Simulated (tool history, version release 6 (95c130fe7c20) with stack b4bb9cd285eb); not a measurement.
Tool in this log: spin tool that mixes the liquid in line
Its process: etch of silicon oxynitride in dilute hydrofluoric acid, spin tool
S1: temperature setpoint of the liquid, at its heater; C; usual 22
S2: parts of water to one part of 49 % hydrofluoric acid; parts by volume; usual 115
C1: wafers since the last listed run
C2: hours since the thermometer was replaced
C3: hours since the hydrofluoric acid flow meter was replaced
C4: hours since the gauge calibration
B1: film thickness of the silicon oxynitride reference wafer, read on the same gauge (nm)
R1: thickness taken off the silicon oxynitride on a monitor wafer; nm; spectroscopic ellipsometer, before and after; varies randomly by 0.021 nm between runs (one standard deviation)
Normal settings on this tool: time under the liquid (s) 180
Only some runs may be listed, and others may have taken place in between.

Run 1, hour 0: usual settings; C1 0; C2 1995.3; C3 639.8; C4 198; B1 109.995. Result: R1 3.594 nm.
Run 2, hour 15.1: usual settings but S1 24.5 C; C1 85; C2 2010.4; C3 654.9; C4 213.1; B1 110.006. Result: R1 4.053 nm.
Run 3, hour 30.2: usual settings but S1 24.5 C; C1 85; C2 2025.5; C3 670; C4 228.2; B1 109.989. Result: R1 4.036 nm.
Run 4, hour 42.2: usual settings but S1 24.5 C; C1 68; C2 2037.5; C3 682; C4 240.2; B1 109.978. Result: R1 4.072 nm.
Run 5, hour 58.4: usual settings; C1 92; C2 2053.7; C3 698.2; C4 256.4; B1 109.986. Result: R1 3.604 nm.
Run 6, hour 73: usual settings; C1 82; C2 2068.3; C3 712.8; C4 271; B1 109.99. Result: R1 3.574 nm.
Run 7, hour 93.4: usual settings; C1 115; C2 2088.7; C3 733.2; C4 291.4; B1 109.988. Result: R1 3.538 nm.
Run 8, hour 108: usual settings; C1 82; C2 2103.3; C3 747.8; C4 306; B1 110.012. Result: R1 3.557 nm.
Run 9, hour 141.4: usual settings; C1 189; C2 2136.7; C3 781.2; C4 339.4; B1 109.99. Result: R1 3.54 nm.
Run 10, hour 162.3: usual settings; C1 118; C2 2157.6; C3 802.1; C4 360.3; B1 110.012. Result: R1 3.527 nm.
At hour 191.4: gauge calibrated.
Run 11, hour 194.3: usual settings; C1 181; C2 2189.6; C3 834.1; C4 2.9; B1 109.999. Result: R1 3.54 nm.
Run 12, hour 215.6: usual settings but S1 25.5 C, S2 165 parts by volume, time under the liquid (s) 235; C1 120; C2 2210.9; C3 855.4; C4 24.2; B1 110. Result: R1 3.592 nm.
Run 13, hour 241.2: usual settings but time under the liquid (s) 220; C1 145; C2 2236.5; C3 881; C4 49.8; B1 110.023. Result: R1 4.311 nm.
Run 14, hour 269.4: usual settings but S2 80 parts by volume, time under the liquid (s) 125; C1 160; C2 2264.7; C3 909.2; C4 78; B1 109.987. Result: R1 3.619 nm.
Run 15, hour 292.9: usual settings but S1 20 C, S2 100 parts by volume, time under the liquid (s) 150; C1 133; C2 2288.2; C3 932.7; C4 101.5; B1 110.021. Result: R1 3.095 nm.
At hour 301.2: thermometer replaced.
Run 16, hour 310.6: usual settings but S1 19 C, S2 130 parts by volume, time under the liquid (s) 120; C1 94; C2 9.4; C3 950.4; C4 119.2; B1 109.993. Result: R1 1.617 nm.
Run 17, hour 335.1: usual settings but S2 130 parts by volume; C1 139; C2 33.9; C3 974.9; C4 143.7; B1 109.991. Result: R1 2.795 nm.
At hour 340.9: hydrofluoric acid flow meter replaced.
Run 18, hour 361.4: usual settings but S1 20.5 C, S2 80 parts by volume, time under the liquid (s) 95; C1 143; C2 60.2; C3 20.5; C4 170; B1 110. Result: R1 2.623 nm.
Run 19, hour 396.4: usual settings; C1 198; C2 95.2; C3 55.5; C4 205; B1 110.006. Result: R1 3.568 nm.
Run 20, hour 426.8: usual settings; C1 172; C2 125.6; C3 85.9; C4 235.4; B1 109.996. Result: R1 3.618 nm.
Run 21, hour 453.5: usual settings; C1 151; C2 152.3; C3 112.6; C4 262.1; B1 110.029. Result: R1 3.612 nm.

3 options for the next run, each taken on its own from the tool as it stands now. Forecast them:
Run A, hour 454: usual settings but time under the liquid (s) 275; C1 2; C2 152.8; C3 113.1; C4 262.6; B1 ?. Result: R1 ?.
Run B, hour 454: usual settings but S1 26.5 C; C1 2; C2 152.8; C3 113.1; C4 262.6; B1 ?. Result: R1 ?.
Run C, hour 454: usual settings but S1 26 C; C1 2; C2 152.8; C3 113.1; C4 262.6; B1 ?. Result: R1 ?.

run       B1     R1
  A  109.993  5.447
  B  109.993  4.394
  C  109.993  4.295
What these runs would have given with no unlogged condition in the tool:
run     R1
  A  5.383
  B  4.348
  C  4.249

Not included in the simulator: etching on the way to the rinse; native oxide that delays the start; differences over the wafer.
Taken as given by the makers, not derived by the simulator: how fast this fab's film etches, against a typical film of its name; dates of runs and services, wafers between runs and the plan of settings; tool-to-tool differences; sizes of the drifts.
